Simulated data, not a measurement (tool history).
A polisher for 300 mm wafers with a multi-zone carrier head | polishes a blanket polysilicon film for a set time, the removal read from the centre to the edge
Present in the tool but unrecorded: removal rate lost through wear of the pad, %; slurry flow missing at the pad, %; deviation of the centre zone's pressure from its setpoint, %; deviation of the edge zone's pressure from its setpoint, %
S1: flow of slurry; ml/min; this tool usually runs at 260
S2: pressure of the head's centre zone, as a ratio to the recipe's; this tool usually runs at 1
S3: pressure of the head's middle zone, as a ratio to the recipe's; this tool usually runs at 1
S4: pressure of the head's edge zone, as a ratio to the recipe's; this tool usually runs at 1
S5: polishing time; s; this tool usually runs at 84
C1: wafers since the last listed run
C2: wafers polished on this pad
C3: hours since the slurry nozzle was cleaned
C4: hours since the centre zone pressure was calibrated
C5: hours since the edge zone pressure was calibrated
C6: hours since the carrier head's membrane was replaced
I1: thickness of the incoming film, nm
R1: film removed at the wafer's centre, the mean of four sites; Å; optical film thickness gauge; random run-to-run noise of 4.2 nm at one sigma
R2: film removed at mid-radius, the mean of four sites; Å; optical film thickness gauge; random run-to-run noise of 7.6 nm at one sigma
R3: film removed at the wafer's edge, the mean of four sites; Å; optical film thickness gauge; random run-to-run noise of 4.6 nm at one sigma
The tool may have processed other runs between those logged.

{"run": 1, "day": 0.0, "S1": 260, "S2": 1, "S3": 1, "S4": 1, "S5": 84, "C1": 0, "C2": 361, "C3": 125.8, "C4": 465.4, "C5": 1092.4, "C6": 1694.7, "I1": 2098.8, "R1": 6373, "R2": 6618, "R3": 6461}
{"run": 2, "day": 0.521, "S1": 260, "S2": 1, "S3": 1, "S4": 1, "S5": 84, "C1": 116, "C2": 477, "C3": 138.3, "C4": 477.9, "C5": 1104.9, "C6": 1707.2, "I1": 2104.1, "R1": 6346, "R2": 6502, "R3": 6417}
{"run": 3, "day": 1.142, "S1": 260, "S2": 1, "S3": 1, "S4": 1, "S5": 84, "C1": 138, "C2": 615, "C3": 153.2, "C4": 492.8, "C5": 1119.8, "C6": 1722.1, "I1": 2104.2, "R1": 6388, "R2": 6373, "R3": 6521}
{"run": 4, "day": 1.575, "S1": 260, "S2": 1, "S3": 1, "S4": 1, "S5": 84, "C1": 96, "C2": 712, "C3": 163.6, "C4": 503.2, "C5": 1130.2, "C6": 1732.5, "I1": 2109.9, "R1": 6357, "R2": 6545, "R3": 6402}
{"run": 5, "day": 2.275, "S1": 260, "S2": 1, "S3": 1, "S4": 1, "S5": 84, "C1": 156, "C2": 868, "C3": 180.4, "C4": 520, "C5": 1147, "C6": 1749.3, "I1": 2103.8, "R1": 6272, "R2": 6438, "R3": 6475}
{"run": 6, "day": 2.921, "S1": 260, "S2": 1, "S3": 1, "S4": 1, "S5": 84, "C1": 144, "C2": 1013, "C3": 195.9, "C4": 535.5, "C5": 1162.5, "C6": 1764.8, "I1": 2104.4, "R1": 6273, "R2": 6456, "R3": 6495}
{"run": 7, "day": 3.188, "S1": 260, "S2": 1.04, "S3": 1, "S4": 1, "S5": 84, "C1": 59, "C2": 1072, "C3": 202.3, "C4": 541.9, "C5": 1168.9, "C6": 1771.2, "I1": 2119, "R1": 6544, "R2": 6463, "R3": 6429}
{"run": 8, "day": 3.529, "S1": 260, "S2": 1, "S3": 1, "S4": 1, "S5": 84, "C1": 76, "C2": 1148, "C3": 210.5, "C4": 550.1, "C5": 1177.1, "C6": 1779.4, "I1": 2117, "R1": 6273, "R2": 6422, "R3": 6384}
{"run": 9, "day": 4.242, "S1": 260, "S2": 1.1, "S3": 1, "S4": 0.92, "S5": 84, "C1": 159, "C2": 1308, "C3": 227.6, "C4": 567.2, "C5": 1194.2, "C6": 1796.5, "I1": 2093.5, "R1": 6814, "R2": 6392, "R3": 6127}
{"day": 4.375, "done": "slurry nozzle cleaned"}
{"day": 4.675, "done": "edge zone pressure recalibrated"}
{"run": 10, "day": 4.721, "S1": 260, "S2": 1, "S3": 1, "S4": 1, "S5": 63, "C1": 79, "C2": 1387, "C3": 8.3, "C4": 578.7, "C5": 1.1, "C6": 1808, "I1": 2092.7, "R1": 4596, "R2": 4677, "R3": 4713}
{"day": 4.996, "done": "centre zone pressure recalibrated"}
{"day": 5.138, "done": "worn pad replaced by a new one"}
{"run": 11, "day": 5.254, "S1": 260, "S2": 1.05, "S3": 1, "S4": 1.12, "S5": 84, "C1": 68, "C2": 26, "C3": 21.1, "C4": 6.2, "C5": 13.9, "C6": 1820.8, "I1": 2153.4, "R1": 6417, "R2": 6333, "R3": 6787}
{"run": 12, "day": 5.946, "S1": 260, "S2": 1, "S3": 0.93, "S4": 1, "S5": 84, "C1": 154, "C2": 180, "C3": 37.7, "C4": 22.8, "C5": 30.5, "C6": 1837.4, "I1": 2067.3, "R1": 6145, "R2": 5875, "R3": 6345}
{"day": 6.196, "done": "slurry nozzle cleaned, repeated, since the last time left the tool worse"}
{"run": 13, "day": 6.458, "S1": 260, "S2": 1.04, "S3": 1, "S4": 1.12, "S5": 84, "C1": 105, "C2": 285, "C3": 6.3, "C4": 35.1, "C5": 42.8, "C6": 1849.7, "I1": 2119.6, "R1": 6610, "R2": 6395, "R3": 6899}
{"day": 6.671, "done": "carrier head's membrane replaced by a new one"}
{"run": 14, "day": 7.162, "S1": 260, "S2": 1, "S3": 1, "S4": 1, "S5": 84, "C1": 110, "C2": 396, "C3": 23.2, "C4": 52, "C5": 59.7, "C6": 11.8, "I1": 2104.6, "R1": 6430, "R2": 6635, "R3": 6501}
{"run": 15, "day": 8.583, "S1": 260, "S2": 0.94, "S3": 0.92, "S4": 1, "S5": 93, "C1": 317, "C2": 713, "C3": 57.3, "C4": 86.1, "C5": 93.8, "C6": 45.9, "I1": 2118, "R1": 6678, "R2": 6639, "R3": 7171}

Predict each of these 5 candidate next runs independently; none follows another, all start after run 15:
{"run": "A", "day": 8.604, "S1": 260, "S2": 1, "S3": 1, "S4": 1, "S5": 84, "C1": 4, "C2": 718, "C3": 57.8, "C4": 86.6, "C5": 94.3, "C6": 46.4, "I1": 2137, "R1": "?", "R2": "?", "R3": "?"}
{"run": "B", "day": 8.604, "S1": 310, "S2": 1, "S3": 1, "S4": 1, "S5": 60, "C1": 4, "C2": 718, "C3": 57.8, "C4": 86.6, "C5": 94.3, "C6": 46.4, "I1": 2137, "R1": "?", "R2": "?", "R3": "?"}
{"run": "C", "day": 8.604, "S1": 260, "S2": 0.94, "S3": 1, "S4": 1, "S5": 62, "C1": 4, "C2": 718, "C3": 57.8, "C4": 86.6, "C5": 94.3, "C6": 46.4, "I1": 2137, "R1": "?", "R2": "?", "R3": "?"}
{"run": "D", "day": 8.604, "S1": 190, "S2": 1, "S3": 1.04, "S4": 0.95, "S5": 84, "C1": 4, "C2": 718, "C3": 57.8, "C4": 86.6, "C5": 94.3, "C6": 46.4, "I1": 2137, "R1": "?", "R2": "?", "R3": "?"}
{"run": "E", "day": 8.604, "S1": 260, "S2": 0.95, "S3": 0.92, "S4": 1.05, "S5": 84, "C1": 4, "C2": 718, "C3": 57.8, "C4": 86.6, "C5": 94.3, "C6": 46.4, "I1": 2137, "R1": "?", "R2": "?", "R3": "?"}

run=A R1=6375 R2=6474 R3=6522
run=B R1=4613 R2=4679 R3=4700
run=C R1=4421 R2=4780 R3=4814
run=D R1=6223 R2=6548 R3=6258
run=E R1=6050 R2=6037 R3=6686
Without the tool's unlogged condition, the same runs would have read:
run=A R1=6392 R2=6489 R3=6534
run=B R1=4625 R2=4689 R3=4708
run=C R1=4433 R2=4791 R3=4823
run=D R1=6243 R2=6567 R3=6271
run=E R1=6067 R2=6052 R3=6699
